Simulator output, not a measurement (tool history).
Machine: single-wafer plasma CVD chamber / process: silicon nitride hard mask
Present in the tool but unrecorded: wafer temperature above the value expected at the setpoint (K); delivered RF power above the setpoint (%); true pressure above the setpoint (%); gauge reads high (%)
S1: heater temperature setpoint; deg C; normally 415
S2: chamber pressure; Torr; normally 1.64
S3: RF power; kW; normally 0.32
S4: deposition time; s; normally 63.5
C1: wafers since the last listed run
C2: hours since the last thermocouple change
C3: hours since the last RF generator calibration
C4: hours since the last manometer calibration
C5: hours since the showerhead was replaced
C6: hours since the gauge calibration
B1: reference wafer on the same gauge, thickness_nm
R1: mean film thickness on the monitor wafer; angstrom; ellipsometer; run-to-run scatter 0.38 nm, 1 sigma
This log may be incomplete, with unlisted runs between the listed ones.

{"run": 1, "day": 0.0, "S1": 415, "S2": 1.39, "S3": 0.365, "S4": 63.5, "C1": 0, "C2": 321.3, "C3": 1079.2, "C4": 676.9, "C5": 2334.9, "C6": 701.1, "B1": 72.525, "R1": 747.15}
{"run": 2, "day": 2.883, "S1": 415, "S2": 1.64, "S3": 0.32, "S4": 63.5, "C1": 1293, "C2": 390.5, "C3": 1148.4, "C4": 746.1, "C5": 2404.1, "C6": 770.3, "B1": 72.497, "R1": 743.79}
{"day": 6.562, "done": "gauge calibrated"}
{"run": 3, "day": 11.792, "S1": 415, "S2": 1.64, "S3": 0.32, "S4": 63.5, "C1": 3995, "C2": 604.3, "C3": 1362.2, "C4": 959.9, "C5": 2617.9, "C6": 125.5, "B1": 72.528, "R1": 735.48}
{"run": 4, "day": 14.371, "S1": 415, "S2": 1.64, "S3": 0.32, "S4": 63.5, "C1": 1156, "C2": 666.2, "C3": 1424.1, "C4": 1021.8, "C5": 2679.8, "C6": 187.4, "B1": 72.428, "R1": 747.06}
{"run": 5, "day": 16.55, "S1": 415, "S2": 1.64, "S3": 0.32, "S4": 63.5, "C1": 977, "C2": 718.5, "C3": 1476.4, "C4": 1074.1, "C5": 2732.1, "C6": 239.7, "B1": 72.462, "R1": 747.03}
{"day": 19.483, "done": "RF generator calibrated"}
{"run": 6, "day": 23.888, "S1": 415, "S2": 1.64, "S3": 0.32, "S4": 63.5, "C1": 3141, "C2": 894.6, "C3": 105.7, "C4": 1250.2, "C5": 2908.2, "C6": 415.8, "B1": 72.578, "R1": 743.3}
{"day": 30.596, "done": "showerhead replaced"}
{"run": 7, "day": 31.879, "S1": 415, "S2": 1.64, "S3": 0.36, "S4": 63.5, "C1": 3434, "C2": 1086.4, "C3": 297.5, "C4": 1442, "C5": 30.8, "C6": 607.6, "B1": 72.524, "R1": 803.3}
{"run": 8, "day": 34.092, "S1": 415, "S2": 1.64, "S3": 0.36, "S4": 63.5, "C1": 992, "C2": 1139.5, "C3": 350.6, "C4": 1495.1, "C5": 83.9, "C6": 660.7, "B1": 72.366, "R1": 802.26}
{"run": 9, "day": 36.871, "S1": 415, "S2": 1.64, "S3": 0.36, "S4": 63.5, "C1": 1246, "C2": 1206.2, "C3": 417.3, "C4": 1561.8, "C5": 150.6, "C6": 727.4, "B1": 72.495, "R1": 797.52}
{"day": 39.279, "done": "capacitance manometer re-zeroed and calibrated"}
{"day": 39.617, "done": "thermocouple changed; heater temperature recalibrated"}
{"run": 10, "day": 39.638, "S1": 415, "S2": 1.64, "S3": 0.32, "S4": 63.5, "C1": 941, "C2": 0.5, "C3": 483.7, "C4": 8.6, "C5": 217, "C6": 793.8, "B1": 72.381, "R1": 728.04}
{"run": 11, "day": 41.004, "S1": 424, "S2": 1.64, "S3": 0.32, "S4": 63.5, "C1": 612, "C2": 33.3, "C3": 516.5, "C4": 41.4, "C5": 249.8, "C6": 826.6, "B1": 72.426, "R1": 722.48}
{"run": 12, "day": 43.042, "S1": 415, "S2": 1.64, "S3": 0.32, "S4": 63.5, "C1": 913, "C2": 82.2, "C3": 565.4, "C4": 90.3, "C5": 298.7, "C6": 875.5, "B1": 72.536, "R1": 728.85}
{"run": 13, "day": 45.562, "S1": 415, "S2": 1.64, "S3": 0.32, "S4": 63.5, "C1": 1130, "C2": 142.7, "C3": 625.9, "C4": 150.8, "C5": 359.2, "C6": 936, "B1": 72.583, "R1": 739.68}
{"run": 14, "day": 47.571, "S1": 422, "S2": 1.64, "S3": 0.32, "S4": 63.5, "C1": 900, "C2": 190.9, "C3": 674.1, "C4": 199, "C5": 407.4, "C6": 984.2, "B1": 72.565, "R1": 735.27}
{"day": 48.171, "done": "gauge calibrated"}
{"run": 15, "day": 50.5, "S1": 407, "S2": 2.01, "S3": 0.32, "S4": 63.5, "C1": 1313, "C2": 261.2, "C3": 744.4, "C4": 269.3, "C5": 477.7, "C6": 55.9, "B1": 72.464, "R1": 794.92}
{"run": 16, "day": 52.483, "S1": 415, "S2": 1.64, "S3": 0.37, "S4": 63.5, "C1": 889, "C2": 308.8, "C3": 792, "C4": 316.9, "C5": 525.3, "C6": 103.5, "B1": 72.478, "R1": 804.48}
{"run": 17, "day": 54.546, "S1": 415, "S2": 1.84, "S3": 0.32, "S4": 63.5, "C1": 925, "C2": 358.3, "C3": 841.5, "C4": 366.4, "C5": 574.8, "C6": 153, "B1": 72.54, "R1": 773.71}
{"run": 18, "day": 56.317, "S1": 420, "S2": 1.84, "S3": 0.32, "S4": 63.5, "C1": 794, "C2": 400.8, "C3": 884, "C4": 408.9, "C5": 617.3, "C6": 195.5, "B1": 72.607, "R1": 769.79}
{"run": 19, "day": 58.429, "S1": 415, "S2": 1.64, "S3": 0.32, "S4": 63.5, "C1": 947, "C2": 451.5, "C3": 934.7, "C4": 459.6, "C5": 668, "C6": 246.2, "B1": 72.402, "R1": 732.5}
{"run": 20, "day": 60.854, "S1": 415, "S2": 1.64, "S3": 0.32, "S4": 63.5, "C1": 1087, "C2": 509.7, "C3": 992.9, "C4": 517.8, "C5": 726.2, "C6": 304.4, "B1": 72.438, "R1": 737.93}

What if the next run were any one of these 3? Each begins from the tool's condition after run 20:
{"run": "A", "day": 60.871, "S1": 415, "S2": 1.64, "S3": 0.32, "S4": 63.5, "C1": 7, "C2": 510.1, "C3": 993.3, "C4": 518.2, "C5": 726.6, "C6": 304.8, "B1": "?", "R1": "?"}
{"run": "B", "day": 60.871, "S1": 403, "S2": 1.47, "S3": 0.36, "S4": 67.6, "C1": 7, "C2": 510.1, "C3": 993.3, "C4": 518.2, "C5": 726.6, "C6": 304.8, "B1": "?", "R1": "?"}
{"run": "C", "day": 60.871, "S1": 415, "S2": 1.26, "S3": 0.295, "S4": 63.5, "C1": 7, "C2": 510.1, "C3": 993.3, "C4": 518.2, "C5": 726.6, "C6": 304.8, "B1": "?", "R1": "?"}

run=A B1=72.564 R1=739.46
run=B B1=72.564 R1=812.17
run=C B1=72.564 R1=628.96
Stripped of hidden state, with their random variation kept, the same runs would have yielded:
run=A R1=721.43
run=B R1=791.21
run=C R1=611.48
